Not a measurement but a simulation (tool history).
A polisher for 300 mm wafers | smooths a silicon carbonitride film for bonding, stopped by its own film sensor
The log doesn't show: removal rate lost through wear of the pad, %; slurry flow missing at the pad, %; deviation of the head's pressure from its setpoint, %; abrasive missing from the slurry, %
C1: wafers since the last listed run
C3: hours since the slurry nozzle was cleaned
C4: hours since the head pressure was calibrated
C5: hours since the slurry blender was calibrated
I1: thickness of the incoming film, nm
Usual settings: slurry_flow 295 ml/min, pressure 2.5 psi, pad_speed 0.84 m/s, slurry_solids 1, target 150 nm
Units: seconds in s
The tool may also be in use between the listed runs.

Run 1, hour 0: usual settings but pressure 3 psi; C1 0; wafers polished on this pad 303; C3 419.7; C4 550.2; C5 33; I1 167.4. Result: seconds 62.2 s.
Run 2, hour 15.9: usual settings but pressure 3 psi; C1 97; wafers polished on this pad 401; C3 435.6; C4 566.1; C5 48.9; I1 167.7. Result: seconds 62.2 s.
Run 3, hour 27.3: usual settings but target 145 nm; C1 70; wafers polished on this pad 471; C3 447; C4 577.5; C5 60.3; I1 170.3. Result: seconds 109.7 s.
Run 4, hour 33.6: usual settings but pad_speed 0.66 m/s; C1 38; wafers polished on this pad 509; C3 453.3; C4 583.8; C5 66.6; I1 171. Result: seconds 104.6 s.
Run 5, hour 40.3: usual settings but pad_speed 0.66 m/s; C1 41; wafers polished on this pad 551; C3 460; C4 590.5; C5 73.3; I1 168.3. Result: seconds 91.5 s.
At hour 45.3: worn pad replaced by a new one.
Run 6, hour 52: usual settings but pad_speed 0.66 m/s; C1 47; wafers polished on this pad 41; C3 471.7; C4 602.2; C5 85; I1 170.1. Result: seconds 104.4 s.
Run 7, hour 59.5: usual settings but slurry_flow 320 ml/min, pad_speed 1 m/s; C1 46; wafers polished on this pad 87; C3 479.2; C4 609.7; C5 92.5; I1 169.6. Result: seconds 71.4 s.
Run 8, hour 68.5: usual settings but slurry_flow 320 ml/min, pad_speed 1 m/s; C1 55; wafers polished on this pad 142; C3 488.2; C4 618.7; C5 101.5; I1 169.2. Result: seconds 70.9 s.
Run 9, hour 86.3: usual settings but pressure 2.8 psi; C1 109; wafers polished on this pad 252; C3 506; C4 636.5; C5 119.3; I1 168.7. Result: seconds 70.1 s.
Run 10, hour 94.7: usual settings; C1 51; wafers polished on this pad 303; C3 514.4; C4 644.9; C5 127.7; I1 171.2. Result: seconds 92.6 s.
At hour 96.3: slurry nozzle cleaned.
At hour 109.6: slurry blender recalibrated.
Run 11, hour 110.1: usual settings; C1 76; wafers polished on this pad 380; C3 13.8; C4 660.3; C5 0.5; I1 170.1. Result: seconds 86.8 s.
Run 12, hour 116.4: usual settings; C1 38; wafers polished on this pad 418; C3 20.1; C4 666.6; C5 6.8; I1 171.8. Result: seconds 92.4 s.
At hour 130.8: worn pad replaced by a new one.
Run 13, hour 131.9: usual settings; C1 70; wafers polished on this pad 6; C3 35.6; C4 682.1; C5 22.3; I1 169.5. Result: seconds 84.5 s.
Run 14, hour 149: usual settings but pad_speed 1.1 m/s, slurry_solids 1.15, target 144 nm; C1 105; wafers polished on this pad 111; C3 52.7; C4 699.2; C5 39.4; I1 167.2. Result: seconds 77.2 s.
At hour 159.5: head pressure recalibrated.
Run 15, hour 166.9: usual settings but slurry_flow 380 ml/min, pressure 2.2 psi, slurry_solids 1.15; C1 97; wafers polished on this pad 209; C3 70.6; C4 7.4; C5 57.3; I1 167. Result: seconds 74.6 s.
Run 16, hour 180.3: usual settings; C1 82; wafers polished on this pad 292; C3 84; C4 20.8; C5 70.7; I1 170. Result: seconds 86.4 s.
Run 17, hour 186.6: usual settings but slurry_solids 0.8, target 144 nm; C1 38; wafers polished on this pad 330; C3 90.3; C4 27.1; C5 77; I1 168. Result: seconds 116.4 s.
At hour 206.5: worn pad replaced by a new one.
Run 18, hour 207: usual settings but slurry_flow 355 ml/min, pressure 2.1 psi, pad_speed 0.92 m/s; C1 100; wafers polished on this pad 2; C3 110.7; C4 47.5; C5 97.4; I1 168.8. Result: seconds 87 s.
At hour 219.8: slurry blender recalibrated.
Run 19, hour 232.6: usual settings; C1 145; wafers polished on this pad 147; C3 136.3; C4 73.1; C5 12.8; I1 170.6. Result: seconds 89.1 s.
Run 20, hour 257.1: usual settings; C1 150; wafers polished on this pad 298; C3 160.8; C4 97.6; C5 37.3; I1 173. Result: seconds 95.1 s.
Run 21, hour 264.9: usual settings but pad_speed 0.56 m/s, slurry_solids 0.9; C1 47; wafers polished on this pad 346; C3 168.6; C4 105.4; C5 45.1; I1 170.1. Result: seconds 127.3 s.
Run 22, hour 280.4: usual settings but slurry_flow 320 ml/min, pad_speed 1 m/s; C1 95; wafers polished on this pad 442; C3 184.1; C4 120.9; C5 60.6; I1 169. Result: seconds 69.5 s.
At hour 296.8: worn pad replaced by a new one.
Run 23, hour 297.3: usual settings but pad_speed 1.04 m/s, slurry_solids 0.75, target 152 nm; C1 79; wafers polished on this pad 2; C3 201; C4 137.8; C5 77.5; I1 166.3. Result: seconds 61.9 s.
Run 24, hour 308.6: usual settings but slurry_flow 220 ml/min, pressure 2.2 psi, slurry_solids 1.1, target 154 nm; C1 69; wafers polished on this pad 72; C3 212.3; C4 149.1; C5 88.8; I1 169.6. Result: seconds 72.8 s.
Run 25, hour 316.2: usual settings but pad_speed 0.56 m/s; C1 46; wafers polished on this pad 119; C3 219.9; C4 156.7; C5 96.4; I1 170. Result: seconds 113.4 s.

Forecast each of these 3 alternatives for the next run:
Run A, hour 316.7: usual settings but slurry_solids 0.85; C1 3; wafers polished on this pad 122; C3 220.4; C4 157.2; C5 96.9; I1 169.8. Result: seconds ?.
Run B, hour 316.7: usual settings but pressure 1.7 psi; C1 3; wafers polished on this pad 122; C3 220.4; C4 157.2; C5 96.9; I1 169.8. Result: seconds ?.
Run C, hour 316.7: usual settings but target 144 nm; C1 3; wafers polished on this pad 122; C3 220.4; C4 157.2; C5 96.9; I1 169.8. Result: seconds ?.

run  seconds
  A       97
  B    128.3
  C    113.6
Without the tool's hidden state the same runs would have given:
run  seconds
  A       97
  B    128.3
  C    113.6
